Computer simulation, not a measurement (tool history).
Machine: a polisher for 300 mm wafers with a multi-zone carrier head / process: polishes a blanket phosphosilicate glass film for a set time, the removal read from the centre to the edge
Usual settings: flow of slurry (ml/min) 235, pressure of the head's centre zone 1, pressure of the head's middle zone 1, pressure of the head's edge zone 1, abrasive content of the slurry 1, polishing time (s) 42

run	hour	flow of slurry (ml/min)	pressure of the head's centre zone	pressure of the head's middle zone	pressure of the head's edge zone	abrasive content of the slurry	polishing time (s)	wafers since the last listed run	wafers polished on this pad	hours since the slurry nozzle was cleaned	hours since the centre zone pressure was calibrated	hours since the edge zone pressure was calibrated	hours since the carrier head's membrane was replaced	incoming thickness of the incoming film, nm	film removed at the wafer's centre (angstrom)	film removed at mid-radius (angstrom)	film removed at the wafer's edge (angstrom)
1	0	290	1	1	1	0.85	42	0	134	912.4	246.7	600.1	823.3	2877.8	3241	3322	3179
2	18.6	290	1	1	1	0.85	42	176	310	931	265.3	618.7	841.9	2896.9	3200	3172	3094
3	38.1	235	1.04	1	1	1	42	184	495	950.5	284.8	638.2	861.4	2835.3	3362	3306	3197
4	50.4	235	1.04	1	1	1	42	116	611	962.8	297.1	650.5	873.7	2888.4	3437	3273	3222
5	63.5	235	1.04	1	1	1	42	124	736	975.9	310.2	663.6	886.8	2830.3	3302	3305	3244
# hour 77.2: worn pad replaced by a new one
# hour 94.8: slurry nozzle cleaned
6	98.9	235	1	1	1	0.8	42	288	196	4.1	345.6	699	922.2	2859.6	3069	3082	3029
# hour 113.8: edge zone pressure recalibrated
7	129.1	235	1	1	1	0.8	42	267	463	34.3	375.8	15.3	952.4	2908.1	3048	3000	2949
# hour 150.7: worn pad replaced by a new one
# hour 152.4: carrier head's membrane replaced by a new one
8	152.9	235	1	1	1	0.8	42	172	4	58.1	399.6	39.1	0.5	2844.6	3206	3157	3093
9	167.1	235	1	1	1.08	1	37	134	139	72.3	413.8	53.3	14.7	2924.1	2950	3000	2995
10	185.6	235	1.04	1	1	1	42	175	314	90.8	432.3	71.8	33.2	2891.4	3429	3316	3161
# hour 192.8: centre zone pressure recalibrated
11	208	235	1	1	0.95	0.7	47	193	508	113.2	15.2	94.2	55.6	2853	3199	3211	3065
12	223.3	235	1.04	1	1	1	42	144	653	128.5	30.5	109.5	70.9	2892.5	3326	3215	3204
# hour 239.9: worn pad replaced by a new one
13	240.7	235	1	1	1	1	29	126	7	145.9	47.9	126.9	88.3	2830	2324	2402	2330
14	253.9	235	1	1	1	1	42	125	132	159.1	61.1	140.1	101.5	2854	3318	3357	3274
15	286	235	1	1	0.91	1	42	304	436	191.2	93.2	172.2	133.6	2887.1	3199	3293	3064
16	300.1	235	1.08	1.05	1.04	1	33	133	570	205.3	107.3	186.3	147.7	2822.5	2766	2668	2541

What was the tool's hidden state at every run in the log?
slurry flow missing at the pad, %: 0 in every run
deviation of the centre zone's pressure from its setpoint, %: 0 in every run
deviation of the edge zone's pressure from its setpoint, %: 0 in every run
H1: removal rate lost through wear of the pad, %
run	H1
1	3.08
2	5.16
3	6.28
4	6.68
5	6.96
6	3.88
7	6.06
8	0.669
9	3.26
10	5.17
11	6.32
12	6.72
13	0.88
14	3.44
15	6.4
16	6.95
